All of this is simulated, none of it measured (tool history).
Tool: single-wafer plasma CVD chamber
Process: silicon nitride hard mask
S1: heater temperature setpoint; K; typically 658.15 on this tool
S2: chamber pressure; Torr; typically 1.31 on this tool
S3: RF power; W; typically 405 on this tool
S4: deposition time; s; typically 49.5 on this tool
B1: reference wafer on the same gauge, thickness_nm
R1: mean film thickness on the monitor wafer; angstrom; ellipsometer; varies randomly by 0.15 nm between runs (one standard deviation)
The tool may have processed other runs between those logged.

Run 1, hour 0: usual settings but S1 666.15 K; B1 68.981. Result: R1 679.33 angstrom.
Run 2, hour 76.5: usual settings; B1 69.013. Result: R1 682.11 angstrom.
Run 3, hour 141.9: usual settings; B1 68.996. Result: R1 682.89 angstrom.
Run 4, hour 287.9: usual settings; B1 68.993. Result: R1 678.65 angstrom.
Run 5, hour 348.6: usual settings but S3 370 W; B1 69.029. Result: R1 640.15 angstrom.
At hour 443.2: RF generator calibrated.
Run 6, hour 443.7: usual settings but S3 370 W; B1 69.074. Result: R1 639.79 angstrom.
Run 7, hour 505.2: usual settings but S3 375 W; B1 69.015. Result: R1 644.63 angstrom.
At hour 565.4: capacitance manometer re-zeroed and calibrated.
Run 8, hour 603.9: usual settings but S3 375 W; B1 68.942. Result: R1 654.67 angstrom.
Run 9, hour 691.4: usual settings but S1 651.15 K; B1 69.011. Result: R1 688.18 angstrom.
At hour 712: thermocouple changed; heater temperature recalibrated.
Run 10, hour 767: usual settings; B1 68.974. Result: R1 683.79 angstrom.
At hour 792.3: showerhead replaced.
Run 11, hour 864.2: usual settings but S1 649.15 K; B1 68.943. Result: R1 689.11 angstrom.
Run 12, hour 926: usual settings but S1 649.15 K; B1 69.008. Result: R1 689.17 angstrom.
At hour 972.9: gauge calibrated.
Run 13, hour 1119.1: usual settings but S1 662.15 K, S2 1.44 Torr; B1 68.989. Result: R1 706.52 angstrom.
At hour 1144.6: RF generator calibrated.
Run 14, hour 1201.8: usual settings; B1 69.013. Result: R1 685.47 angstrom.
Run 15, hour 1243.7: usual settings but S1 663.15 K; B1 68.996. Result: R1 682.28 angstrom.
Run 16, hour 1309.1: usual settings but S1 644.15 K; B1 68.988. Result: R1 682.91 angstrom.
Run 17, hour 1570.1: usual settings but S2 1.1 Torr, S3 380 W, S4 40.2 s; B1 68.975. Result: R1 500.2 angstrom.
Run 18, hour 1628.4: usual settings but S1 648.15 K, S2 1.03 Torr, S3 470 W, S4 40.7 s; B1 69.022. Result: R1 566.46 angstrom.
Run 19, hour 1722.1: usual settings; B1 68.974. Result: R1 680.81 angstrom.
Run 20, hour 1810.6: usual settings but S1 666.15 K, S2 1.12 Torr, S4 55.1 s; B1 69.063. Result: R1 714.49 angstrom.
Run 21, hour 1910.3: usual settings but S1 644.15 K, S4 52.6 s; B1 69.077. Result: R1 718.83 angstrom.
At hour 1952.5: RF generator calibrated.
Run 22, hour 1997.7: usual settings; B1 68.968. Result: R1 674.89 angstrom.
Run 23, hour 2075.2: usual settings; B1 68.987. Result: R1 671.34 angstrom.
Run 24, hour 2155.3: usual settings but S1 653.15 K; B1 69. Result: R1 674.23 angstrom.
Run 25, hour 2256.4: usual settings; B1 68.984. Result: R1 670.37 angstrom.
At hour 2272.9: capacitance manometer re-zeroed and calibrated.
Run 26, hour 2340.1: usual settings; B1 69.012. Result: R1 688.55 angstrom.
Run 27, hour 2394.1: usual settings but S1 644.15 K, S2 1.18 Torr, S3 325 W, S4 53.8 s; B1 68.981. Result: R1 628.95 angstrom.
Run 28, hour 2463.9: usual settings but S3 470 W; B1 68.964. Result: R1 751.97 angstrom.
Run 29, hour 2527.5: usual settings but S1 653.15 K, S2 1.22 Torr, S3 485 W; B1 69.031. Result: R1 752.85 angstrom.

Below are 3 alternative next runs, each starting from the tool's condition after run 29. Predict each:
Run A, hour 2527.9: usual settings but S3 440 W; B1 ?. Result: R1 ?.
Run B, hour 2527.9: usual settings but S1 669.15 K, S3 375 W, S4 42 s; B1 ?. Result: R1 ?.
Run C, hour 2527.9: usual settings but S2 1.48 Torr; B1 ?. Result: R1 ?.

run      B1      R1
  A  69.007   726.2
  B  69.007  556.15
  C  69.007  716.81
What these runs would have given with no unlogged condition in the tool:
run      R1
  A  724.94
  B  555.18
  C  715.61
